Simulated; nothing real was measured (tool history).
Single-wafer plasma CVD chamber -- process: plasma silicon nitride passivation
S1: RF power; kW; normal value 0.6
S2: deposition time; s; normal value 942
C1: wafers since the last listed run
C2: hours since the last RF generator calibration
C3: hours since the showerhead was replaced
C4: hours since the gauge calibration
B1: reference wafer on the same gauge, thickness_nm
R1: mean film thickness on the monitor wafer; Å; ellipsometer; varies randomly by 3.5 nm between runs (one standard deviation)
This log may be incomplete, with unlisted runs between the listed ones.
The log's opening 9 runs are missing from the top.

run 10 hour=207.3 | S1=0.515 S2=942 | C1=25 C2=377.1 C3=7656.9 C4=572.7 | B1=1439.973 | R1=13284.06
run 11 hour=232.8 | S1=0.6 S2=803 | C1=47 C2=402.6 C3=7682.4 C4=598.2 | B1=1439.593 | R1=12210.91
run 12 hour=253.9 | S1=0.6 S2=803 | C1=39 C2=423.7 C3=7703.5 C4=619.3 | B1=1440.252 | R1=12200.06
run 13 hour=280.7 | S1=0.6 S2=803 | C1=49 C2=450.5 C3=7730.3 C4=646.1 | B1=1439.484 | R1=12243.58
run 14 hour=312.7 | S1=0.56 S2=1076 | C1=59 C2=482.5 C3=7762.3 C4=678.1 | B1=1439.809 | R1=15867.47
run 15 hour=338.8 | S1=0.56 S2=1076 | C1=48 C2=508.6 C3=7788.4 C4=704.2 | B1=1440.167 | R1=15821.34
run 16 hour=364.3 | S1=0.6 S2=859 | C1=47 C2=534.1 C3=7813.9 C4=729.7 | B1=1440.835 | R1=13052.83
run 17 hour=386.3 | S1=0.6 S2=942 | C1=40 C2=556.1 C3=7835.9 C4=751.7 | B1=1438.829 | R1=14373.04
run 18 hour=410.1 | S1=0.6 S2=942 | C1=44 C2=579.9 C3=7859.7 C4=775.5 | B1=1439.407 | R1=14317.63
run 19 hour=425.1 | S1=0.655 S2=942 | C1=27 C2=594.9 C3=7874.7 C4=790.5 | B1=1440.505 | R1=14943.81
run 20 hour=466.9 | S1=0.495 S2=1124 | C1=77 C2=636.7 C3=7916.5 C4=832.3 | B1=1439.42 | R1=15358.98
-- hour=478.6 showerhead replaced
run 21 hour=528.9 | S1=0.635 S2=778 | C1=100 C2=698.7 C3=50.3 C4=894.3 | B1=1438.738 | R1=12163.58
run 22 hour=564.8 | S1=0.6 S2=994 | C1=66 C2=734.6 C3=86.2 C4=930.2 | B1=1440.437 | R1=15061.41
run 23 hour=589 | S1=0.55 S2=832 | C1=44 C2=758.8 C3=110.4 C4=954.4 | B1=1440.895 | R1=12006.47
-- hour=632.1 RF generator calibrated
run 24 hour=632.6 | S1=0.6 S2=942 | C1=66 C2=0.5 C3=154 C4=998 | B1=1440.022 | R1=14736.12
run 25 hour=647.7 | S1=0.525 S2=1127 | C1=28 C2=15.6 C3=169.1 C4=1013.1 | B1=1439.415 | R1=16320.87
run 26 hour=677.8 | S1=0.6 S2=942 | C1=55 C2=45.7 C3=199.2 C4=1043.2 | B1=1439.848 | R1=14634.72
-- hour=685.3 gauge calibrated
run 27 hour=695 | S1=0.535 S2=1116 | C1=31 C2=62.9 C3=216.4 C4=9.7 | B1=1440.522 | R1=16288.11
run 28 hour=717.2 | S1=0.6 S2=994 | C1=41 C2=85.1 C3=238.6 C4=31.9 | B1=1439.494 | R1=15411.99
run 29 hour=746 | S1=0.525 S2=824 | C1=53 C2=113.9 C3=267.4 C4=60.7 | B1=1440.099 | R1=11806.63
run 30 hour=776.2 | S1=0.6 S2=1083 | C1=56 C2=144.1 C3=297.6 C4=90.9 | B1=1439.193 | R1=16702.76

Predict the results of run 31:
run 31 hour=799.4 | S1=0.495 S2=784 | C1=43 C2=167.3 C3=320.8 C4=114.1 | B1=? | R1=?

B1: 1440.521
R1: 10863.06 Å
Had the tool carried no hidden state, the very same run would have given R1 11055.73 Å.
